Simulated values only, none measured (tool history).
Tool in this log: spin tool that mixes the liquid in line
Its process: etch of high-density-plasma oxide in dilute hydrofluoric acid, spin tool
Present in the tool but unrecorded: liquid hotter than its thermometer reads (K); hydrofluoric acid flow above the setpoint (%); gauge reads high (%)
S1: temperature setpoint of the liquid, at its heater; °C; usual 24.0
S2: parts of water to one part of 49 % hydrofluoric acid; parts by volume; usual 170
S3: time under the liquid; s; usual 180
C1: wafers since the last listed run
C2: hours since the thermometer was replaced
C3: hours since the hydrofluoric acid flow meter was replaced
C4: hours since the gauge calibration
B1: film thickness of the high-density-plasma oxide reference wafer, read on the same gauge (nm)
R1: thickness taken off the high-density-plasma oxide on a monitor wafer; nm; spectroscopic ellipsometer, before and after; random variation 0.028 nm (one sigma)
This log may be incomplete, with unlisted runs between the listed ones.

{"run": 1, "hour": 0.0, "S1": 24.0, "S2": 170, "S3": 250, "C1": 0, "C2": 2500.9, "C3": 1595.7, "C4": 158.6, "B1": 60.0, "R1": 11.33}
{"run": 2, "hour": 32.4, "S1": 24.0, "S2": 170, "S3": 250, "C1": 305, "C2": 2533.3, "C3": 1628.1, "C4": 191.0, "B1": 59.97, "R1": 11.32}
{"run": 3, "hour": 45.6, "S1": 24.0, "S2": 170, "S3": 250, "C1": 124, "C2": 2546.5, "C3": 1641.3, "C4": 204.2, "B1": 60.01, "R1": 11.35}
{"run": 4, "hour": 69.2, "S1": 24.0, "S2": 170, "S3": 265, "C1": 222, "C2": 2570.1, "C3": 1664.9, "C4": 227.8, "B1": 59.96, "R1": 12.03}
{"run": 5, "hour": 89.5, "S1": 24.0, "S2": 170, "S3": 180, "C1": 191, "C2": 2590.4, "C3": 1685.2, "C4": 248.1, "B1": 60.0, "R1": 8.21}
{"hour": 113.8, "done": "gauge calibrated"}
{"run": 6, "hour": 116.3, "S1": 24.0, "S2": 170, "S3": 180, "C1": 252, "C2": 2617.2, "C3": 1712.0, "C4": 2.5, "B1": 60.02, "R1": 8.19}
{"hour": 139.9, "done": "thermometer replaced"}
{"run": 7, "hour": 148.2, "S1": 24.0, "S2": 170, "S3": 180, "C1": 291, "C2": 8.3, "C3": 1743.9, "C4": 34.4, "B1": 60.0, "R1": 8.18}
{"hour": 154.5, "done": "hydrofluoric acid flow meter replaced"}
{"run": 8, "hour": 165.1, "S1": 24.0, "S2": 170, "S3": 180, "C1": 150, "C2": 25.2, "C3": 10.6, "C4": 51.3, "B1": 60.0, "R1": 7.26}
{"run": 9, "hour": 182.5, "S1": 19.5, "S2": 170, "S3": 70, "C1": 164, "C2": 42.6, "C3": 28.0, "C4": 68.7, "B1": 60.02, "R1": 2.4}
{"run": 10, "hour": 198.0, "S1": 22.5, "S2": 170, "S3": 210, "C1": 146, "C2": 58.1, "C3": 43.5, "C4": 84.2, "B1": 60.01, "R1": 8.09}

Expected results for the next run?
{"run": 11, "hour": 215.7, "S1": 21.0, "S2": 120, "S3": 115, "C1": 166, "C2": 75.8, "C3": 61.2, "C4": 101.9, "B1": "?", "R1": "?"}

{"run 11": {"B1": 60.01, "R1": 6.25}}
On a tool with no hidden condition, and with the same random variation, this run would have come out at R1 6.19 nm.

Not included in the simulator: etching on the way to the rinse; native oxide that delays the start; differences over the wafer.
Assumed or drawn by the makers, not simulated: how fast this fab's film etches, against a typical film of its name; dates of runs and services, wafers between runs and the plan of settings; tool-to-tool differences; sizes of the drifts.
